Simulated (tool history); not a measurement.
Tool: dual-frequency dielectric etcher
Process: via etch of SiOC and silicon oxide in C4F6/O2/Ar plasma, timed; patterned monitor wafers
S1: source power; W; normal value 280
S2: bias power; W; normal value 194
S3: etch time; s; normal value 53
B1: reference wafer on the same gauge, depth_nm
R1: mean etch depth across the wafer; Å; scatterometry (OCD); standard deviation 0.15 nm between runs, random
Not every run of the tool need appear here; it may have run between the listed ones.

run     day   S1   S2    S3    B1   R1
  1       0  280  231    53  58.8  530
  2   0.467  280  231    53  58.8  526
  3    1.35  280  231    53  58.8  527
  4   1.879  280  194    53  58.8  503
      2.038  -- gauge calibrated
  5   2.525  280  194    53  58.8  502
      4.067  -- wet clean of the chamber
  6   4.088  280  194    53  58.8  501
  7     4.1  280  194    53  58.7  504
  8   4.117  280  194    53  58.8  505
  9   4.538  280  194    53  58.8  504
 10   4.921  280  194    53  58.8  503
      5.133  -- bias power generator calibrated
 11   5.575  280  159    59  58.8  532
 12   5.942  320  164    65  58.7  606
      6.675  -- source power generator calibrated
 13   6.696  220  194    53  58.8  477
 14   6.904  280  194    53  58.8  501
 15     7.3  260  194    53  58.8  494
      8.833  -- upper electrode replaced
 16   8.854  280  194    53  58.8  501
 17   8.867  280  175    45  58.8  416
 18   8.883  250  207    53  58.8  499
 19    9.55  280  167    53  58.8  485
 20  10.029  280  194    53  58.8  506
 21  10.321  280  194    53  58.8  504
 22  10.879  280  194    53  58.8  502
 23  11.554  330  215    63  58.8  637
 24    12.1  280  194    53  58.8  501
 25  12.646  300  194    53  58.9  512
 26  13.308  280  194    53  58.8  502
 27  14.525  240  206  58.5  58.8  545
 28  15.275  300  212  40.5  58.8  400
 29  15.946  340  147    62  58.8  578
 30  16.575  280  194    53  58.8  501
 31  17.283  310  161  58.5  58.8  538

3 ways to go on from here, each from the tool as it stands after run 31. What would each give?
  A  17.3  280  194  53   ?   ?
  B  17.3  350  150  61   ?   ?
  C  17.3  260  171  53   ?   ?

run    B1   R1
  A  58.8  504
  B  58.8  572
  C  58.8  480
The same runs, with their run-to-run variation unchanged, on a tool lacking any hidden condition would have given:
run   R1
  A  504
  B  572
  C  480

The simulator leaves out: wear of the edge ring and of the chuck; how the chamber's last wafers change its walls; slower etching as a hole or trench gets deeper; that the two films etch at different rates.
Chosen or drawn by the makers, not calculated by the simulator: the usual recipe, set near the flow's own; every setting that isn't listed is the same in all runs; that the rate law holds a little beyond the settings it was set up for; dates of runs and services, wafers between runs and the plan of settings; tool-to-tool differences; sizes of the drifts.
